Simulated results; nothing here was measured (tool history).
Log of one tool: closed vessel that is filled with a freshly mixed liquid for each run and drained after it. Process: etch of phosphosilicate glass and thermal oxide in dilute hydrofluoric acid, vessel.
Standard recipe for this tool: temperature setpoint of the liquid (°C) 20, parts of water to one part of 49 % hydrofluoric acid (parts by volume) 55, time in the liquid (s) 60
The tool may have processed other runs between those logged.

run,hour,temperature setpoint of the liquid (°C),parts of water to one part of 49 % hydrofluoric acid (parts by volume),time in the liquid (s),wafers since the last listed run,hours since the thermometer was replaced,hours since the hydrofluoric acid flow meter was replaced,hours since the gauge calibration,"read-back film thickness of the phosphosilicate glass reference wafer, read on the same gauge (nm)","read-back film thickness of the thermal oxide reference wafer, read on the same gauge (nm)",thickness taken off the phosphosilicate glass on a monitor wafer (nm),thickness taken off the thermal oxide on a monitor wafer (nm)
1,0,20,35,60,0,649.9,33.5,568.6,109.99,89.977,267.08,7.735
2,7.5,20,35,60,972,657.4,41,576.1,110.03,89.987,267.25,7.61
3,25.2,20,55,60,2295,675.1,58.7,593.8,110.01,89.988,165.43,4.712
4,34.8,20,55,60,1244,684.7,68.3,603.4,109.96,89.998,168.23,4.709
5,48.5,20,55,90,1776,698.4,82,617.1,110.02,90.008,252.25,7.229
6,61,17.5,65,80,1621,710.9,94.5,629.6,109.98,89.992,171.22,4.785
7,77.8,17,40,60,2178,727.7,111.3,646.4,110.01,90.015,207.35,5.877
8,86.9,21.5,80,60,1180,736.8,120.4,655.5,110.01,89.98,118.86,3.407
9,97.5,20,55,60,1374,747.4,131,666.1,110.02,89.992,165.88,4.798
# hour 107.8: gauge calibrated
10,121,17,35,60,3047,770.9,154.5,13.2,110.03,90.038,238.84,6.867
# hour 128.8: thermometer replaced
11,138.6,20,55,60,2152,9.8,172.1,30.8,109.99,90.009,167.23,4.795
12,150.8,17,65,70,1582,22,184.3,43,110.01,89.983,145.84,4.184
13,160.5,17,35,60,1257,31.7,194,52.7,109.98,90.005,242.98,6.967
14,186.4,20,80,35,3358,57.6,219.9,78.6,110,89.99,65.95,1.858
15,196.5,20,55,40,1309,67.7,230,88.7,110,89.992,113.1,3.23
16,207.9,17,80,90,1478,79.1,241.4,100.1,109.98,89.981,149.95,4.268
17,223.4,20,70,50,2010,94.6,256.9,115.6,109.97,90,110.61,3.114
18,232.8,20,80,60,1219,104,266.3,125,109.97,89.991,114.31,3.313
19,248,18,75,60,1971,119.2,281.5,140.2,109.99,89.99,112.8,3.24
20,263.4,20,25,60,1997,134.6,296.9,155.6,110,90.013,386.58,11.08
21,276.6,20,75,35,1711,147.8,310.1,168.8,110.02,90,72.16,2.042
22,292.6,20,55,80,2074,163.8,326.1,184.8,110.01,89.988,226.86,6.356
23,302.8,20,55,60,1322,174,336.3,195,110,89.995,170.9,4.881
24,319,18.5,45,95,2100,190.2,352.5,211.2,110,90.025,314.81,9.022
25,332.8,20,55,60,1789,204,366.3,225,110.02,90.005,172.21,4.852
26,348.2,17,25,70,1997,219.4,381.7,240.4,110.01,89.993,401.36,11.431
27,363.4,23.5,80,45,1971,234.6,396.9,255.6,109.99,89.976,100.53,2.802

3 options for the next run, each taken on its own from the tool as it stands now. Forecast them:
A,364.1,20,40,60,90,235.3,397.6,256.3,?,?,?,?
B,364.1,17,55,60,90,235.3,397.6,256.3,?,?,?,?
C,364.1,22,25,60,90,235.3,397.6,256.3,?,?,?,?

run,"read-back film thickness of the phosphosilicate glass reference wafer, read on the same gauge (nm)","read-back film thickness of the thermal oxide reference wafer, read on the same gauge (nm)",thickness taken off the phosphosilicate glass on a monitor wafer (nm),thickness taken off the thermal oxide on a monitor wafer (nm)
A,110.02,89.985,240.05,6.975
B,110.02,89.985,150.83,4.383
C,110.02,89.985,425.9,12.376
Had the tool no hidden state, the same runs would have come out as:
run,thickness taken off the phosphosilicate glass on a monitor wafer (nm),thickness taken off the thermal oxide on a monitor wafer (nm)
A,230.69,6.703
B,144.9,4.211
C,409.57,11.901
